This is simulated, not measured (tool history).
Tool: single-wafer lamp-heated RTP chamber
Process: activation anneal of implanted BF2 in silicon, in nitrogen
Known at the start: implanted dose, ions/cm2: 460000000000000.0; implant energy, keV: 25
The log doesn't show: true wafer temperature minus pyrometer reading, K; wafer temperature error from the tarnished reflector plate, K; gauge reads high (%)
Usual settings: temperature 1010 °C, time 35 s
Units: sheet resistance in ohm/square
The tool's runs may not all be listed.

run,hour,temperature,time,wafers since the last listed run,wafers since the last pyrometer calibration,wafers since the reflector plate was cleaned,hours since the gauge calibration,"read-back reference wafer on the same gauge, sheet resistance",sheet resistance
1,0.0,1010,35,0,603,96,2001.5,264.23,259.18
2,27.4,1010,35,408,1011,504,2028.9,263.99,258.21
3,51.5,1010,35,358,1370,863,2053.0,263.81,258.10
4,103.8,1010,35,778,2149,1642,2105.3,263.83,257.33
5,128.8,1029,24,372,2521,2014,2130.3,263.95,257.65
6,182.7,1010,35,802,3324,2817,2184.2,264.20,257.27
7,220.5,1010,43,562,3887,3380,2222.0,263.84,256.47
# hour 263.8: gauge calibrated
8,289.1,1010,35,1021,4908,4401,25.3,263.89,256.73
9,324.2,1010,35,522,5431,4924,60.4,263.86,256.74
10,378.0,1010,35,801,6232,5725,114.2,264.01,256.37
# hour 392.2: pyrometer window cleaned and pyrometer calibrated
11,431.6,1010,35,679,586,6405,167.8,264.03,258.61
# hour 455.1: reflector plate cleaned
12,464.1,1010,35,364,951,134,200.3,263.90,259.07
13,506.3,1040,27,628,1580,762,242.5,263.94,255.72
14,574.2,1010,35,1011,2591,1773,310.4,263.72,257.24
15,606.5,1022,44,481,3072,2254,342.7,263.79,253.22
16,706.9,1019,27,1495,4567,3749,443.1,263.97,258.20
17,734.2,1010,51,406,4974,4156,470.4,263.96,254.78
18,777.9,1010,35,650,5624,4807,514.1,263.86,257.48
19,839.1,1010,49,911,6536,5718,575.3,263.95,254.31
# hour 868.0: reflector plate cleaned
20,868.5,986,35,318,6855,7,604.7,263.89,262.16
21,907.2,1010,53,576,7431,583,643.4,263.91,253.84
# hour 944.7: pyrometer window cleaned and pyrometer calibrated
22,945.9,1010,35,457,17,1040,682.1,264.12,258.51
23,982.4,1002,44,543,561,1584,718.6,264.08,258.88
24,1013.5,1026,35,463,1024,2047,749.7,264.23,255.53
25,1082.7,1010,35,1030,2055,3078,818.9,264.05,258.34
26,1123.3,1010,35,604,2659,3682,859.5,264.05,257.54
27,1180.3,989,17,848,3508,4531,916.5,263.97,267.77
# hour 1226.5: reflector plate cleaned
28,1231.2,1029,35,638,4147,70,967.4,263.96,254.23
29,1259.6,1029,25,422,4570,493,995.8,263.90,256.89
30,1322.4,1026,27,935,5505,1428,1058.6,263.65,256.35
31,1365.3,1010,35,638,6144,2067,1101.5,264.23,257.13
32,1417.7,989,29,780,6924,2847,1153.9,263.93,262.20
# hour 1447.4: pyrometer window cleaned and pyrometer calibrated
33,1463.5,1010,35,562,239,3410,1199.7,263.82,258.89
34,1517.7,998,54,807,1046,4218,1253.9,263.95,258.77
35,1572.4,989,35,814,1860,5032,1308.6,263.93,263.76

Forecast each of these 5 alternatives for the next run:
A,1572.8,1010,26,5,1866,5038,1309.0,?,?
B,1572.8,1022,45,5,1866,5038,1309.0,?,?
C,1572.8,1024,18,5,1866,5038,1309.0,?,?
D,1572.8,1001,35,5,1866,5038,1309.0,?,?
E,1572.8,982,19,5,1866,5038,1309.0,?,?

run,"read-back reference wafer on the same gauge, sheet resistance",sheet resistance
A,263.88,260.44
B,263.88,254.19
C,263.88,260.14
D,263.88,260.61
E,263.88,271.01
Without the tool's hidden state the same runs would have given:
run,sheet resistance
A,261.21
B,254.88
C,260.77
D,261.63
E,273.13
